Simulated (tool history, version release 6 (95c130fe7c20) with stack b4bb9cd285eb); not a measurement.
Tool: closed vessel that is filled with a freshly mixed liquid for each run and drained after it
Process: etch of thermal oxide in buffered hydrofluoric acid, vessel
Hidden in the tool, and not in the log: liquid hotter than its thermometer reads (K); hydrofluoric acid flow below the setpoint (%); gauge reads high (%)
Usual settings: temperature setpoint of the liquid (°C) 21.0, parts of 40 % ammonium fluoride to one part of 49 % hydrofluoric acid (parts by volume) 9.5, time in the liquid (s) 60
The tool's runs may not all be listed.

run	hour	temperature setpoint of the liquid (°C)	parts of 40 % ammonium fluoride to one part of 49 % hydrofluoric acid (parts by volume)	time in the liquid (s)	wafers since the last listed run	hours since the thermometer was replaced	hours since the hydrofluoric acid flow meter was replaced	hours since the gauge calibration	read-back film thickness of the thermal oxide reference wafer, read on the same gauge (nm)	thickness taken off the thermal oxide on a monitor wafer (Å)
1	0.0	24.0	9.5	60	0	1906.3	800.9	145.8	130.01	690.9
2	92.6	24.0	9.5	60	6082	1998.9	893.5	238.4	130.00	678.1
3	193.2	24.0	9.5	60	6607	2099.5	994.1	339.0	129.99	689.6
4	259.1	21.0	9.5	60	4328	2165.4	1060.0	404.9	129.98	585.4
5	347.2	21.0	9.5	60	5786	2253.5	1148.1	493.0	130.01	581.1
6	454.5	21.0	9.5	60	7047	2360.8	1255.4	600.3	130.01	575.3
7	492.8	21.0	9.5	60	2515	2399.1	1293.7	638.6	130.01	577.6
8	596.3	24.0	9.5	45	6797	2502.6	1397.2	742.1	130.00	513.1
9	692.5	24.0	9.5	45	6318	2598.8	1493.4	838.3	130.02	512.4
10	782.9	18.5	9.5	60	5937	2689.2	1583.8	928.7	130.01	502.1
11	888.8	21.0	8.0	30	6955	2795.1	1689.7	1034.6	129.99	328.4
12	968.9	21.0	8.0	85	5261	2875.2	1769.8	1114.7	130.00	931.1
13	1030.2	23.5	9.5	75	4026	2936.5	1831.1	1176.0	130.01	827.7
# hour 1111.9: hydrofluoric acid flow meter replaced
# hour 1122.2: thermometer replaced
14	1131.4	21.0	10.5	45	6515	9.2	19.5	1277.2	130.02	409.4
15	1223.5	21.0	9.5	30	6049	101.3	111.6	1369.3	129.99	296.7
# hour 1239.5: gauge calibrated
16	1269.8	21.0	9.5	60	3041	147.6	157.9	30.3	130.00	585.3
17	1369.1	21.0	9.5	60	6522	246.9	257.2	129.6	129.99	595.5
18	1418.2	19.5	9.5	75	3224	296.0	306.3	178.7	130.00	675.5
19	1472.2	24.5	6.5	95	3546	350.0	360.3	232.7	130.01	1633.8
20	1585.8	25.5	11.0	80	7461	463.6	473.9	346.3	130.00	881.7
21	1660.4	21.0	5.5	80	4899	538.2	548.5	420.9	129.98	1306.6

5 ways to go on from here, each from the tool as it stands after run 21. What would each give?
A	1661.1	21.0	7.5	60	45	538.9	549.2	421.6	?	?
B	1661.1	19.5	5.5	45	45	538.9	549.2	421.6	?	?
C	1661.1	18.0	11.0	70	45	538.9	549.2	421.6	?	?
D	1661.1	21.0	13.0	60	45	538.9	549.2	421.6	?	?
E	1661.1	25.5	9.5	50	45	538.9	549.2	421.6	?	?

run	read-back film thickness of the thermal oxide reference wafer, read on the same gauge (nm)	thickness taken off the thermal oxide on a monitor wafer (Å)
A	130.01	730.8
B	130.01	670.9
C	130.01	505.0
D	130.01	435.1
E	130.01	622.8
Without the tool's hidden state the same runs would have given:
run	thickness taken off the thermal oxide on a monitor wafer (Å)
A	744.1
B	680.5
C	513.3
D	442.3
E	629.4
